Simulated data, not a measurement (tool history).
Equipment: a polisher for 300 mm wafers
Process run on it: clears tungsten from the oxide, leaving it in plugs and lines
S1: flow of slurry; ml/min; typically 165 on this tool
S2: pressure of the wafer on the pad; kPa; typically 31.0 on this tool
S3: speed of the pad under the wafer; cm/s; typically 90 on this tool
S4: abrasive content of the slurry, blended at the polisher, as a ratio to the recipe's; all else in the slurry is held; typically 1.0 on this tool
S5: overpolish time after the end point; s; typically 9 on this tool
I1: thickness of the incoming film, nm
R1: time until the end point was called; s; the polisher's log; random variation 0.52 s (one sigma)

run,hour,S1,S2,S3,S4,S5,I1,R1
1,0.0,165,31.0,74,1.0,8,386.1,76.5
# hour 44.2: worn pad replaced by a new one
2,67.2,165,31.0,74,1.0,8,393.6,78.4
3,136.7,165,31.0,74,1.0,8,382.9,77.7
# hour 193.3: slurry blender recalibrated
4,199.6,165,31.0,90,1.0,9,390.2,66.6
5,223.7,165,31.0,90,1.0,9,392.2,68.1
6,256.8,165,31.0,90,1.0,9,389.2,67.5
7,290.7,165,31.0,90,1.0,9,393.9,70.3
# hour 298.7: slurry tank refilled with fresh slurry and peroxide
8,323.2,165,31.0,90,1.0,9,392.4,66.1
# hour 387.7: slurry nozzle cleaned
9,388.6,210,31.0,106,1.0,9,383.3,53.3
# hour 409.2: worn pad replaced by a new one
10,432.4,165,26.2,90,1.0,9,384.4,71.4
11,466.6,165,31.0,90,1.0,9,387.7,65.0
12,500.3,165,31.0,90,1.0,9,389.5,66.1
# hour 607.3: slurry blender recalibrated
13,617.0,165,31.0,76,1.0,11,396.9,79.7
14,679.8,165,35.2,90,1.0,9,386.7,62.9
# hour 732.8: slurry tank refilled with fresh slurry and peroxide
15,733.9,130,31.0,90,1.0,9,390.9,66.8

What does the tool deliver on the next run?
16,764.9,165,38.6,76,0.7,9,394.5,?

Run 16 measured R1 69.8 s.
If the tool had no hidden condition, the same run with the same run-to-run variation would have returned R1 67.1 s.

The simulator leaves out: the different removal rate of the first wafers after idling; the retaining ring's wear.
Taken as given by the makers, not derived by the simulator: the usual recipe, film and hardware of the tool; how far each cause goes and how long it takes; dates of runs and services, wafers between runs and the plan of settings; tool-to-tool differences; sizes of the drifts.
